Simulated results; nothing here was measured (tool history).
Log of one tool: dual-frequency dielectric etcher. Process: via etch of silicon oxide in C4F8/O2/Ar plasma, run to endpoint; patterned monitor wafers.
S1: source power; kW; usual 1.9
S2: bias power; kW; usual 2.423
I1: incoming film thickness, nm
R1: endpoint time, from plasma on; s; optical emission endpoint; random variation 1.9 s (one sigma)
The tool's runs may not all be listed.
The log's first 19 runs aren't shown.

| run | hour | S1 | S2 | I1 | R1 |
|---|---|---|---|---|---|
| 20 | 937.9 | 1.9 | 2.423 | 2165.7 | 424.6 |
| 21 | 998.8 | 2.37 | 2.033 | 2157.2 | 389.5 |
|  | 1028.3 | wet clean of the chamber |
| 22 | 1031.8 | 1.71 | 2.609 | 2170.3 | 438.1 |
| 23 | 1090.6 | 2.17 | 2.423 | 2152.1 | 390.4 |
|  | 1136.4 | source power generator calibrated |
| 24 | 1148.7 | 2.23 | 2.739 | 2153.6 | 344.4 |
| 25 | 1213.8 | 1.9 | 2.423 | 2164.6 | 401 |
| 26 | 1270.3 | 1.72 | 1.93 | 2150.1 | 458.5 |
| 27 | 1333.7 | 1.61 | 2.423 | 2148.3 | 447.9 |
| 28 | 1401.9 | 1.9 | 2.423 | 2161.4 | 401.5 |
|  | 1426.4 | wet clean of the chamber |
| 29 | 1466.1 | 1.9 | 2.423 | 2143 | 395 |
|  | 1477.2 | source power generator calibrated, repeated, since the last time left the tool worse |
| 30 | 1530.6 | 1.7 | 2.423 | 2156.1 | 447.5 |
| 31 | 1706.4 | 2.09 | 2.003 | 2144.3 | 412.7 |
| 32 | 1732.5 | 2.36 | 2.7 | 2148.2 | 349.6 |
|  | 1778.5 | wet clean of the chamber |
| 33 | 1779 | 1.9 | 2.423 | 2160.5 | 413.9 |
| 34 | 1830.7 | 1.65 | 1.851 | 2150.2 | 494.7 |

5 ways to go on from here, each from the tool as it stands after run 34. What would each give?
| A | 1831.2 | 1.9 | 2.98 | 2159.6 | ? |
| B | 1831.2 | 1.66 | 2.817 | 2159.6 | ? |
| C | 1831.2 | 2.19 | 2.908 | 2159.6 | ? |
| D | 1831.2 | 1.76 | 2.239 | 2159.6 | ? |
| E | 1831.2 | 1.9 | 2.269 | 2159.6 | ? |

| run | R1 |
|---|---|
| A | 387.7 |
| B | 431.6 |
| C | 358.9 |
| D | 448 |
| E | 424.4 |
Without the tool's hidden state the same runs would have given:
| run | R1 |
|---|---|
| A | 386.1 |
| B | 429.8 |
| C | 357.4 |
| D | 446.1 |
| E | 422.7 |
